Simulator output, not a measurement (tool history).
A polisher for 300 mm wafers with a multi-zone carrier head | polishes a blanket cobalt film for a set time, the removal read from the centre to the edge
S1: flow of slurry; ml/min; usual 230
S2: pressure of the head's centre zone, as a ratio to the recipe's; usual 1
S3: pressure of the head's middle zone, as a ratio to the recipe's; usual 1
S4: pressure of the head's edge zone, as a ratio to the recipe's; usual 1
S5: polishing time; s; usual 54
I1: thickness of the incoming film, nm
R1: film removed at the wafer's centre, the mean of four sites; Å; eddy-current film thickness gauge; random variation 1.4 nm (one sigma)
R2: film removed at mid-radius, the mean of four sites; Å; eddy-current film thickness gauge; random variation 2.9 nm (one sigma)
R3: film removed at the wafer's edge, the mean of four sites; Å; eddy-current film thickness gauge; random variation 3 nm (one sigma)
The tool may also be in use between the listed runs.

run   hour   S1    S2    S3    S4  S5     I1    R1    R2    R3
  1      0  230  0.93     1     1  54  607.3  2055  2240  2252
       8.1  -- worn pad replaced by a new one
  2     13  230  0.93     1     1  54  607.6  2059  2306  2290
  3   23.5  230  0.93     1     1  54  622.2  2020  2219  2237
  4   30.9  230  0.95     1     1  65  597.3  2476  2649  2683
  5   46.6  185     1     1     1  54  613.8  1943  1998  2130
      58.9  -- slurry nozzle cleaned
  6   60.3  230     1     1  0.92  54  611.5  2507  2507  2326
      67.5  -- worn pad replaced by a new one
  7     70  230     1     1     1  54  616.5  2575  2606  2482
  8   81.4  230     1     1     1  54  609.4  2549  2612  2439
      85.5  -- centre zone pressure recalibrated
  9   90.6  165     1  1.11  1.09  54  609.6  2364  2627  2423
 10  103.3  230   0.9     1  0.96  71  611.9  2963  3358  3168
     112.5  -- carrier head's membrane replaced by a new one
 11    113  305  1.07  1.05     1  54  604.7  2784  2735  2493
     118.1  -- worn pad replaced by a new one
 12  126.2  275  0.94  1.03     1  54  607.1  2485  2667  2560
 13  136.3  230     1     1     1  54  609.4  2553  2538  2537
     150.1  -- edge zone pressure recalibrated
 14  154.3  230   1.1     1     1  54  602.1  2779  2547  2457
 15  161.6  230     1     1     1  54    611  2551  2563  2480
       166  -- worn pad replaced by a new one
 16  173.1  230  1.09     1  1.06  54    606  2794  2606  2591
 17  190.9  230   1.1     1     1  41  610.4  2125  1914  1859

Forecast each of these 4 alternatives for the next run:
  A  191.3  230   1     1     1  54  615.1   ?   ?   ?
  B  191.3  185   1  1.11     1  54  615.1   ?   ?   ?
  C  191.3  230   1   1.1  1.06  69  615.1   ?   ?   ?
  D  191.3  230   1  1.05  1.03  54  615.1   ?   ?   ?

run    R1    R2    R3
  A  2549  2550  2476
  B  2452  2691  2410
  C  3259  3533  3239
  D  2549  2658  2506
Without the tool's hidden state the same runs would have given:
run    R1    R2    R3
  A  2645  2646  2566
  B  2549  2795  2499
  C  3382  3665  3357
  D  2646  2757  2597
